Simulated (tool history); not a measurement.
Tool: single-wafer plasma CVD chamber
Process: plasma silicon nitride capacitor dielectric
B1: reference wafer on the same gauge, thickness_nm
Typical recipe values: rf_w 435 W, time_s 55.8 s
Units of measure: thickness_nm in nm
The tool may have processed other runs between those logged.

Run 1, hour 0: usual settings; B1 88.574. Result: thickness_nm 82.261 nm.
Run 2, hour 60.6: usual settings but rf_w 405 W; B1 88.645. Result: thickness_nm 80.923 nm.
Run 3, hour 96.8: usual settings but rf_w 405 W; B1 88.74. Result: thickness_nm 80.819 nm.
Run 4, hour 191.6: usual settings but rf_w 490 W; B1 88.729. Result: thickness_nm 84.468 nm.
Run 5, hour 291.2: usual settings but rf_w 490 W; B1 88.81. Result: thickness_nm 84.166 nm.
At hour 363.9: RF generator calibrated.
Run 6, hour 381.8: usual settings; B1 88.487. Result: thickness_nm 82.402 nm.
Run 7, hour 479.7: usual settings; B1 88.557. Result: thickness_nm 82.7 nm.
Run 8, hour 545.5: usual settings but time_s 59.3 s; B1 88.49. Result: thickness_nm 87.162 nm.
Run 9, hour 618.1: usual settings but time_s 59.3 s; B1 88.64. Result: thickness_nm 87.361 nm.
Run 10, hour 696.2: usual settings but time_s 59.3 s; B1 88.527. Result: thickness_nm 87.156 nm.
Run 11, hour 797.6: usual settings; B1 88.495. Result: thickness_nm 81.896 nm.
Run 12, hour 879.2: usual settings but rf_w 395 W, time_s 50.8 s; B1 88.69. Result: thickness_nm 73.173 nm.
Run 13, hour 952.7: usual settings; B1 88.855. Result: thickness_nm 82.545 nm.
Run 14, hour 995.5: usual settings; B1 88.513. Result: thickness_nm 82.426 nm.
Run 15, hour 1077: usual settings; B1 88.635. Result: thickness_nm 82.329 nm.

Run 16 is up next; what results do you expect?
Run 16, hour 1126.4: usual settings but rf_w 490 W; B1 ?. Result: thickness_nm ?.

Logged for run 16: B1 88.65, thickness_nm 84.131 nm.
Were there no unlogged condition in the tool, this run, its random variation unchanged, would have produced thickness_nm 84.131 nm.

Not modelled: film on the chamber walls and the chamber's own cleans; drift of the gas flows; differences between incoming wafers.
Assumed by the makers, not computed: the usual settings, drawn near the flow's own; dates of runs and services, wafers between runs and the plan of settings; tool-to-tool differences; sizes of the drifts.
